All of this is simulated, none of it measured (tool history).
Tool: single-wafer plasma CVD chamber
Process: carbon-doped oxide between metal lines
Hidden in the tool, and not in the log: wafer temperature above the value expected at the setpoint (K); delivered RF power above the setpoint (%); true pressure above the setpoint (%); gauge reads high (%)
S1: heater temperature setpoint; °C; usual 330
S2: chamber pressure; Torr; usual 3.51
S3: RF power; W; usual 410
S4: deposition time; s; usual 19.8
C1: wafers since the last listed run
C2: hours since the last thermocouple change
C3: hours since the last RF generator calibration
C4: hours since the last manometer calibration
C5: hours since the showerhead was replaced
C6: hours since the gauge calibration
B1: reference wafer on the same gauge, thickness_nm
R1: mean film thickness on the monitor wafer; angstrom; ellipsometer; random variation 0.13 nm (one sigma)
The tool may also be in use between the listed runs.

run 1 hour=0 | S1=330 S2=3.89 S3=410 S4=19.8 | C1=0 C2=1077.8 C3=1662 C4=2419.1 C5=3591.5 C6=36.4 | B1=90.176 | R1=808.74
run 2 hour=17.7 | S1=330 S2=3.89 S3=410 S4=19.8 | C1=260 C2=1095.5 C3=1679.7 C4=2436.8 C5=3609.2 C6=54.1 | B1=90.241 | R1=807.3
run 3 hour=28.7 | S1=330 S2=3.89 S3=410 S4=19.8 | C1=161 C2=1106.5 C3=1690.7 C4=2447.8 C5=3620.2 C6=65.1 | B1=90.203 | R1=808.62
run 4 hour=46.6 | S1=330 S2=2.94 S3=410 S4=19.8 | C1=263 C2=1124.4 C3=1708.6 C4=2465.7 C5=3638.1 C6=83 | B1=90.205 | R1=777.18
run 5 hour=62.2 | S1=330 S2=2.94 S3=410 S4=19.8 | C1=229 C2=1140 C3=1724.2 C4=2481.3 C5=3653.7 C6=98.6 | B1=90.207 | R1=777.37
-- hour=75.8 thermocouple changed; heater temperature recalibrated
-- hour=83.4 capacitance manometer re-zeroed and calibrated
run 6 hour=83.9 | S1=330 S2=2.94 S3=410 S4=19.8 | C1=88 C2=8.1 C3=1745.9 C4=0.5 C5=3675.4 C6=120.3 | B1=90.238 | R1=774.63
run 7 hour=84.3 | S1=330 S2=3.51 S3=410 S4=19.8 | C1=5 C2=8.5 C3=1746.3 C4=0.9 C5=3675.8 C6=120.7 | B1=90.254 | R1=792.73
run 8 hour=89.3 | S1=330 S2=3.51 S3=410 S4=19.8 | C1=73 C2=13.5 C3=1751.3 C4=5.9 C5=3680.8 C6=125.7 | B1=90.204 | R1=792.36
run 9 hour=95.6 | S1=330 S2=3.51 S3=410 S4=19.8 | C1=92 C2=19.8 C3=1757.6 C4=12.2 C5=3687.1 C6=132 | B1=90.223 | R1=791.36
-- hour=98.3 gauge calibrated
run 10 hour=107.6 | S1=330 S2=3.51 S3=410 S4=16.4 | C1=176 C2=31.8 C3=1769.6 C4=24.2 C5=3699.1 C6=9.3 | B1=90.172 | R1=657.59
run 11 hour=117.4 | S1=330 S2=3.51 S3=465 S4=19.8 | C1=144 C2=41.6 C3=1779.4 C4=34 C5=3708.9 C6=19.1 | B1=90.234 | R1=889.43
run 12 hour=129.4 | S1=319 S2=2.95 S3=410 S4=16.3 | C1=176 C2=53.6 C3=1791.4 C4=46 C5=3720.9 C6=31.1 | B1=90.211 | R1=668.57
-- hour=143.1 RF generator calibrated
run 13 hour=143.6 | S1=330 S2=3.51 S3=410 S4=21.5 | C1=91 C2=67.8 C3=0.5 C4=60.2 C5=3735.1 C6=45.3 | B1=90.174 | R1=894.92
-- hour=156.9 showerhead replaced
run 14 hour=176.3 | S1=330 S2=3.51 S3=410 S4=16.4 | C1=363 C2=100.5 C3=33.2 C4=92.9 C5=19.4 C6=78 | B1=90.186 | R1=685.46
run 15 hour=192.9 | S1=343 S2=3.02 S3=410 S4=23.2 | C1=244 C2=117.1 C3=49.8 C4=109.5 C5=36 C6=94.6 | B1=90.193 | R1=901.92
run 16 hour=210.3 | S1=330 S2=3.89 S3=410 S4=19.8 | C1=255 C2=134.5 C3=67.2 C4=126.9 C5=53.4 C6=112 | B1=90.218 | R1=838.82
run 17 hour=219.9 | S1=330 S2=2.87 S3=410 S4=17.9 | C1=141 C2=144.1 C3=76.8 C4=136.5 C5=63 C6=121.6 | B1=90.163 | R1=730.48

Forecast each of these 4 alternatives for the next run:
run A hour=220.3 | S1=330 S2=3.51 S3=410 S4=19.8 | C1=5 C2=144.5 C3=77.2 C4=136.9 C5=63.4 C6=122 | B1=? | R1=?
run B hour=220.3 | S1=337 S2=3.51 S3=410 S4=17 | C1=5 C2=144.5 C3=77.2 C4=136.9 C5=63.4 C6=122 | B1=? | R1=?
run C hour=220.3 | S1=317 S2=3.51 S3=480 S4=19.8 | C1=5 C2=144.5 C3=77.2 C4=136.9 C5=63.4 C6=122 | B1=? | R1=?
run D hour=220.3 | S1=341 S2=3.51 S3=410 S4=21.7 | C1=5 C2=144.5 C3=77.2 C4=136.9 C5=63.4 C6=122 | B1=? | R1=?

run=A B1=90.163 R1=825.14
run=B B1=90.163 R1=691.73
run=C B1=90.163 R1=1005.36
run=D B1=90.163 R1=866.86
Without the tool's hidden state the same runs would have given:
run=A R1=833.73
run=B R1=698.93
run=C R1=1014.37
run=D R1=875.88
